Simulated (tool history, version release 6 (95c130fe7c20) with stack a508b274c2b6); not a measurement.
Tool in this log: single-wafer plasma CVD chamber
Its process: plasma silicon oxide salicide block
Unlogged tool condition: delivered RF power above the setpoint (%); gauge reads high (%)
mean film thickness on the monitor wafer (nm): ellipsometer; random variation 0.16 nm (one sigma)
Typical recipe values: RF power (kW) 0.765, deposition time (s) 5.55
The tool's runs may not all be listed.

run	hour	RF power (kW)	deposition time (s)	wafers since the last listed run	hours since the last RF generator calibration	hours since the showerhead was replaced	hours since the gauge calibration	read-back reference wafer on the same gauge, thickness_nm	mean film thickness on the monitor wafer (nm)
1	0.0	0.730	5.55	0	658.4	4941.0	599.8	47.674	53.226
2	12.5	0.765	5.55	179	670.9	4953.5	612.3	47.693	53.655
3	32.4	0.765	5.55	285	690.8	4973.4	632.2	47.628	53.648
4	46.4	0.765	5.55	200	704.8	4987.4	646.2	47.720	53.802
5	132.0	0.765	5.55	1227	790.4	5073.0	731.8	47.753	53.396
6	165.6	0.765	5.55	481	824.0	5106.6	765.4	47.746	53.738
7	179.5	0.765	5.55	199	837.9	5120.5	779.3	47.723	53.581
# hour 205.0: gauge calibrated
8	214.8	0.700	6.42	506	873.2	5155.8	9.8	47.717	60.387
9	249.6	0.765	5.55	499	908.0	5190.6	44.6	47.709	53.336
# hour 273.3: showerhead replaced
10	273.8	0.765	5.55	232	932.2	0.5	68.8	47.656	53.403
11	293.9	0.825	5.18	288	952.3	20.6	88.9	47.709	51.151
12	316.6	0.820	4.81	325	975.0	43.3	111.6	47.775	47.605
13	349.4	0.820	6.31	470	1007.8	76.1	144.4	47.665	61.949
14	369.2	0.620	4.96	283	1027.6	95.9	164.2	47.650	44.859
15	386.5	0.625	4.83	248	1044.9	113.2	181.5	47.679	43.581
# hour 415.0: RF generator calibrated
16	415.5	0.820	4.81	301	0.5	142.2	210.5	47.670	48.965
17	433.3	0.765	5.55	255	18.3	160.0	228.3	47.668	55.371
18	467.3	0.880	4.87	487	52.3	194.0	262.3	47.685	50.369
19	530.8	0.765	5.55	910	115.8	257.5	325.8	47.671	54.585
20	561.8	0.765	5.55	444	146.8	288.5	356.8	47.667	54.602
21	591.4	0.645	5.04	424	176.4	318.1	386.4	47.734	46.841

Consider 4 possible next runs. They are alternatives, not a sequence: every one starts from the tool as it was left by run 21. What does each give?
A	591.8	0.640	5.55	5	176.8	318.5	386.8	?	?
B	591.8	0.765	6.34	5	176.8	318.5	386.8	?	?
C	591.8	0.910	6.64	5	176.8	318.5	386.8	?	?
D	591.8	0.695	4.78	5	176.8	318.5	386.8	?	?

run	read-back reference wafer on the same gauge, thickness_nm	mean film thickness on the monitor wafer (nm)
A	47.711	51.453
B	47.711	62.136
C	47.711	68.669
D	47.711	45.469
Had the tool no hidden state, the same runs would have come out as:
run	mean film thickness on the monitor wafer (nm)
A	52.042
B	62.847
C	69.454
D	45.990
